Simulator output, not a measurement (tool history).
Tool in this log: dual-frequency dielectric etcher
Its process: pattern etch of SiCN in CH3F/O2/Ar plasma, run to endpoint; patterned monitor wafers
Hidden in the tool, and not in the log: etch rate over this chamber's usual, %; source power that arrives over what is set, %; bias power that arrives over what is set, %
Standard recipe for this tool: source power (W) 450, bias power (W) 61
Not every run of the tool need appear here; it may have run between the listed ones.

run   hour  source power (W)  bias power (W)  wafers since the last listed run  hours since the last wet clean  hours since the last source power generator calibration  hours since the last bias power generator calibration  hours since the last upper electrode change  incoming incoming film thickness, nm  endpoint time (s)
  1      0               450              61                                 0                           483.1                                                   3070.2                                                   4208                                       5744.1                                  8.61               21.7
  2   14.9               380              61                               205                             498                                                   3085.1                                                 4222.9                                         5759                                  8.68               24.4
  3   22.3               380              61                               101                           505.4                                                   3092.5                                                 4230.3                                       5766.4                                  8.64               24.4
  4   33.7               380              61                               157                           516.8                                                   3103.9                                                 4241.7                                       5777.8                                   8.6                 24
  5   42.8               450              70                               125                           525.9                                                     3113                                                 4250.8                                       5786.9                                  8.59               20.6
  6     54               450              70                               154                           537.1                                                   3124.2                                                   4262                                       5798.1                                  8.62               20.7
  7   65.5               450              70                               158                           548.6                                                   3135.7                                                 4273.5                                       5809.6                                  8.64               20.8
  8   71.9               450              61                                88                             555                                                   3142.1                                                 4279.9                                         5816                                  8.66                 22
  9   79.1               450              61                                99                           562.2                                                   3149.3                                                 4287.1                                       5823.2                                  8.62                 22
 10   91.6               450              61                               172                           574.7                                                   3161.8                                                 4299.6                                       5835.7                                  8.66               21.9
 11  105.5               450              61                               191                           588.6                                                   3175.7                                                 4313.5                                       5849.6                                  8.58                 22
     109.6  -- source power generator calibrated
 12  121.1               450              61                               159                           604.2                                                     11.5                                                 4329.1                                       5865.2                                  8.63                 22
     147.5  -- upper electrode replaced
 13    148               450              61                                39                           631.1                                                     38.4                                                   4356                                          0.5                                  8.63               22.2
 14  148.9               510              61                                12                             632                                                     39.3                                                 4356.9                                          1.4                                  8.53               20.3
 15    162               450              61                               180                           645.1                                                     52.4                                                   4370                                         14.5                                  8.63               22.1
 16  178.9               420              71                               232                             662                                                     69.3                                                 4386.9                                         31.4                                  8.65               21.7
 17  194.3               370              61                               212                           677.4                                                     84.7                                                 4402.3                                         46.8                                   8.5               24.7
     209.5  -- bias power generator calibrated
     225.3  -- wet clean of the chamber
 18  225.8               450              61                               162                             0.5                                                    116.2                                                   16.3                                         78.3                                  8.57               20.9
 19  226.1               550              57                                 4                             0.8                                                    116.5                                                   16.6                                         78.6                                  8.59               19.3
 20  234.2               410              71                               111                             8.9                                                    124.6                                                   24.7                                         86.7                                  8.56               20.6
 21  242.5               450              54                               114                            17.2                                                    132.9                                                     33                                           95                                  8.68               22.2
 22  253.6               560              61                               152                            28.3                                                      144                                                   44.1                                        106.1                                  8.58               18.6
 23  263.9               450              61                               141                            38.6                                                    154.3                                                   54.4                                        116.4                                  8.61                 21
 24  280.5               450              70                               228                            55.2                                                    170.9                                                     71                                          133                                   8.6                 20
 25  293.3               450              50                               176                              68                                                    183.7                                                   83.8                                        145.8                                  8.66               22.9
 26  307.6               420              61                               196                            82.3                                                      198                                                   98.1                                        160.1                                  8.53               21.6
 27  314.8               450              52                                99                            89.5                                                    205.2                                                  105.3                                        167.3                                  8.63               22.4
 28    329               450              61                               195                           103.7                                                    219.4                                                  119.5                                        181.5                                  8.61               21.1

Each row is a separate what-if for the run after 28, all from the same tool condition, not one after another. Results?
  A  329.4               450              73                                 5                           104.1                                                    219.8                                                  119.9                                        181.9                                  8.64                  ?
  B  329.4               540              61                                 5                           104.1                                                    219.8                                                  119.9                                        181.9                                  8.64                  ?
  C  329.4               410              72                                 5                           104.1                                                    219.8                                                  119.9                                        181.9                                  8.64                  ?
  D  329.4               550              65                                 5                           104.1                                                    219.8                                                  119.9                                        181.9                                  8.64                  ?
  E  329.4               360              56                                 5                           104.1                                                    219.8                                                  119.9                                        181.9                                  8.64                  ?

run  endpoint time (s)
  A               19.7
  B               19.1
  C               20.9
  D               18.4
  E               25.2
Stripped of hidden state, with their random variation kept, the same runs would have yielded:
run  endpoint time (s)
  A               19.5
  B               18.9
  C               20.7
  D               18.2
  E               24.9
